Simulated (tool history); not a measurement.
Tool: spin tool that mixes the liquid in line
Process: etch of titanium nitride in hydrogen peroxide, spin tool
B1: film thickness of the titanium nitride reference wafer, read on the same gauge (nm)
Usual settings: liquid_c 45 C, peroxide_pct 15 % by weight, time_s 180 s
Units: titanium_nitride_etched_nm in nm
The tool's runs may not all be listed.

{"run": 1, "day": 0.0, "liquid_c": 45, "peroxide_pct": 15, "time_s": 180, "B1": 80.02, "titanium_nitride_etched_nm": 4.02}
{"run": 2, "day": 0.467, "liquid_c": 45, "peroxide_pct": 15, "time_s": 180, "B1": 80.05, "titanium_nitride_etched_nm": 4.11}
{"run": 3, "day": 0.95, "liquid_c": 45, "peroxide_pct": 15, "time_s": 180, "B1": 80.04, "titanium_nitride_etched_nm": 4.04}
{"run": 4, "day": 1.638, "liquid_c": 48, "peroxide_pct": 15, "time_s": 155, "B1": 80.05, "titanium_nitride_etched_nm": 4.3}
{"run": 5, "day": 2.25, "liquid_c": 43, "peroxide_pct": 15, "time_s": 180, "B1": 80.03, "titanium_nitride_etched_nm": 3.42}
{"day": 2.388, "done": "thermometer replaced"}
{"run": 6, "day": 2.958, "liquid_c": 43, "peroxide_pct": 15, "time_s": 180, "B1": 80.04, "titanium_nitride_etched_nm": 3.37}
{"run": 7, "day": 3.5, "liquid_c": 43, "peroxide_pct": 15, "time_s": 180, "B1": 79.96, "titanium_nitride_etched_nm": 3.46}
{"day": 4.054, "done": "new drum of peroxide connected"}
{"run": 8, "day": 4.233, "liquid_c": 45, "peroxide_pct": 15, "time_s": 180, "B1": 79.98, "titanium_nitride_etched_nm": 3.89}
{"run": 9, "day": 4.871, "liquid_c": 45, "peroxide_pct": 15, "time_s": 180, "B1": 79.97, "titanium_nitride_etched_nm": 3.93}
{"run": 10, "day": 5.388, "liquid_c": 45, "peroxide_pct": 19, "time_s": 220, "B1": 80.04, "titanium_nitride_etched_nm": 5.14}
{"day": 5.638, "done": "gauge calibrated"}
{"run": 11, "day": 5.892, "liquid_c": 45, "peroxide_pct": 13.5, "time_s": 180, "B1": 80, "titanium_nitride_etched_nm": 3.88}
{"run": 12, "day": 6.6, "liquid_c": 45, "peroxide_pct": 19, "time_s": 180, "B1": 80.02, "titanium_nitride_etched_nm": 4.11}
{"run": 13, "day": 7.121, "liquid_c": 45, "peroxide_pct": 15, "time_s": 150, "B1": 79.98, "titanium_nitride_etched_nm": 3.28}
{"run": 14, "day": 7.375, "liquid_c": 51.5, "peroxide_pct": 15, "time_s": 180, "B1": 80.02, "titanium_nitride_etched_nm": 6.36}
{"day": 7.692, "done": "heated supply line repaired"}
{"run": 15, "day": 7.8, "liquid_c": 43, "peroxide_pct": 15, "time_s": 180, "B1": 79.98, "titanium_nitride_etched_nm": 4.45}
{"day": 8.142, "done": "peroxide flow meter replaced"}
{"run": 16, "day": 8.329, "liquid_c": 45, "peroxide_pct": 12.5, "time_s": 180, "B1": 80.05, "titanium_nitride_etched_nm": 5.09}
{"run": 17, "day": 8.888, "liquid_c": 45, "peroxide_pct": 18, "time_s": 180, "B1": 80.04, "titanium_nitride_etched_nm": 5.39}
{"run": 18, "day": 9.388, "liquid_c": 45, "peroxide_pct": 15, "time_s": 180, "B1": 79.98, "titanium_nitride_etched_nm": 5.16}
{"run": 19, "day": 10.117, "liquid_c": 45, "peroxide_pct": 15, "time_s": 180, "B1": 79.99, "titanium_nitride_etched_nm": 5.25}
{"run": 20, "day": 11.5, "liquid_c": 45, "peroxide_pct": 15, "time_s": 135, "B1": 80, "titanium_nitride_etched_nm": 3.85}

The next listed run, before its measurement:
{"run": 21, "day": 12.062, "liquid_c": 38, "peroxide_pct": 18, "time_s": 180, "B1": "?", "titanium_nitride_etched_nm": "?"}

{"run 21": {"B1": 80.03, "titanium_nitride_etched_nm": 3.09}}
Without the tool's hidden state the same run would have given titanium_nitride_etched_nm 3.17 nm.

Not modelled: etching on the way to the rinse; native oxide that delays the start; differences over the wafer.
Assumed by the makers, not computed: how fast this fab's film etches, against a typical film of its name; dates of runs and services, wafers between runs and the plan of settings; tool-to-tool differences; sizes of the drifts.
